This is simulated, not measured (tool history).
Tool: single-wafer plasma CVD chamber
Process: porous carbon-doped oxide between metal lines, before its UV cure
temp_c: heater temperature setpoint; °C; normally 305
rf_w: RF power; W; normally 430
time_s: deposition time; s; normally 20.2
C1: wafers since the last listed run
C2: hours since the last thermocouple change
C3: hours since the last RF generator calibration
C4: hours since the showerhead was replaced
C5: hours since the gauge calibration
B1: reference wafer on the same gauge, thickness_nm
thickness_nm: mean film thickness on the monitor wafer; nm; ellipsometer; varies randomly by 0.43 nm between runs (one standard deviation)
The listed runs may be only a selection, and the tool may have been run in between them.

run 1 hour=0.0 | temp_c=305 rf_w=430 time_s=20.2 | C1=0 C2=864.3 C3=326.8 C4=4788.7 C5=770.0 | B1=82.256 | thickness_nm=91.135
run 2 hour=45.8 | temp_c=299 rf_w=430 time_s=20.2 | C1=1292 C2=910.1 C3=372.6 C4=4834.5 C5=815.8 | B1=82.291 | thickness_nm=94.460
run 3 hour=97.0 | temp_c=305 rf_w=495 time_s=20.2 | C1=1444 C2=961.3 C3=423.8 C4=4885.7 C5=867.0 | B1=82.314 | thickness_nm=102.951
run 4 hour=154.2 | temp_c=305 rf_w=430 time_s=20.2 | C1=1613 C2=1018.5 C3=481.0 C4=4942.9 C5=924.2 | B1=82.240 | thickness_nm=90.171
run 5 hour=182.7 | temp_c=305 rf_w=430 time_s=20.2 | C1=803 C2=1047.0 C3=509.5 C4=4971.4 C5=952.7 | B1=82.359 | thickness_nm=91.235
run 6 hour=234.8 | temp_c=305 rf_w=430 time_s=20.2 | C1=1469 C2=1099.1 C3=561.6 C4=5023.5 C5=1004.8 | B1=82.322 | thickness_nm=91.069
run 7 hour=270.2 | temp_c=294 rf_w=430 time_s=23.2 | C1=998 C2=1134.5 C3=597.0 C4=5058.9 C5=1040.2 | B1=82.226 | thickness_nm=110.163
run 8 hour=337.9 | temp_c=305 rf_w=430 time_s=20.2 | C1=1909 C2=1202.2 C3=664.7 C4=5126.6 C5=1107.9 | B1=82.299 | thickness_nm=89.951
run 9 hour=363.6 | temp_c=305 rf_w=430 time_s=20.2 | C1=725 C2=1227.9 C3=690.4 C4=5152.3 C5=1133.6 | B1=82.263 | thickness_nm=89.737
-- hour=398.6 gauge calibrated
run 10 hour=406.4 | temp_c=305 rf_w=430 time_s=20.2 | C1=1207 C2=1270.7 C3=733.2 C4=5195.1 C5=7.8 | B1=82.295 | thickness_nm=89.466
run 11 hour=449.6 | temp_c=305 rf_w=430 time_s=19.4 | C1=1218 C2=1313.9 C3=776.4 C4=5238.3 C5=51.0 | B1=82.267 | thickness_nm=85.803
run 12 hour=490.5 | temp_c=310 rf_w=475 time_s=23.1 | C1=1153 C2=1354.8 C3=817.3 C4=5279.2 C5=91.9 | B1=82.267 | thickness_nm=108.031
run 13 hour=603.4 | temp_c=319 rf_w=430 time_s=16.6 | C1=3184 C2=1467.7 C3=930.2 C4=5392.1 C5=204.8 | B1=82.291 | thickness_nm=67.219
-- hour=626.8 showerhead replaced
run 14 hour=655.1 | temp_c=305 rf_w=430 time_s=20.2 | C1=1232 C2=1519.4 C3=981.9 C4=28.3 C5=256.5 | B1=82.242 | thickness_nm=87.555
run 15 hour=689.5 | temp_c=305 rf_w=430 time_s=20.2 | C1=970 C2=1553.8 C3=1016.3 C4=62.7 C5=290.9 | B1=82.290 | thickness_nm=87.493
-- hour=719.6 RF generator calibrated
-- hour=728.8 thermocouple changed; heater temperature recalibrated
run 16 hour=757.4 | temp_c=300 rf_w=515 time_s=18.7 | C1=1464 C2=28.6 C3=37.8 C4=130.6 C5=358.8 | B1=82.389 | thickness_nm=106.563
run 17 hour=820.0 | temp_c=317 rf_w=480 time_s=23.7 | C1=1765 C2=91.2 C3=100.4 C4=193.2 C5=421.4 | B1=82.336 | thickness_nm=112.904
run 18 hour=888.6 | temp_c=305 rf_w=405 time_s=22.6 | C1=1935 C2=159.8 C3=169.0 C4=261.8 C5=490.0 | B1=82.322 | thickness_nm=97.911
run 19 hour=1101.3 | temp_c=319 rf_w=430 time_s=16.6 | C1=6000 C2=372.5 C3=381.7 C4=474.5 C5=702.7 | B1=82.349 | thickness_nm=70.126
run 20 hour=1170.6 | temp_c=305 rf_w=470 time_s=16.6 | C1=1954 C2=441.8 C3=451.0 C4=543.8 C5=772.0 | B1=82.340 | thickness_nm=82.019
run 21 hour=1198.7 | temp_c=309 rf_w=430 time_s=23.5 | C1=792 C2=469.9 C3=479.1 C4=571.9 C5=800.1 | B1=82.289 | thickness_nm=102.709
run 22 hour=1266.2 | temp_c=305 rf_w=480 time_s=18.3 | C1=1904 C2=537.4 C3=546.6 C4=639.4 C5=867.6 | B1=82.285 | thickness_nm=91.279

The tool's hidden state at each run:
gauge reads high (%): 0 at every run
H1: wafer temperature above the value expected at the setpoint (K)
H2: delivered RF power above the setpoint (%)
run=1 H1=4.51 H2=-1
run=2 H1=4.61 H2=-1.15
run=3 H1=4.7 H2=-1.33
run=4 H1=4.8 H2=-1.57
run=5 H1=4.85 H2=-1.7
run=6 H1=4.92 H2=-1.95
run=7 H1=4.97 H2=-2.14
run=8 H1=5.05 H2=-2.53
run=9 H1=5.07 H2=-2.69
run=10 H1=5.12 H2=-2.97
run=11 H1=5.16 H2=-3.27
run=12 H1=5.19 H2=-3.57
run=13 H1=5.27 H2=-4.47
run=14 H1=5.3 H2=-4.92
run=15 H1=5.32 H2=-5.23
run=16 H1=0.269 H2=-0.956
run=17 H1=0.986 H2=-0.995
run=18 H1=1.67 H2=-1.08
run=19 H1=3.28 H2=-1.62
run=20 H1=3.67 H2=-1.88
run=21 H1=3.81 H2=-2
run=22 H1=4.13 H2=-2.32
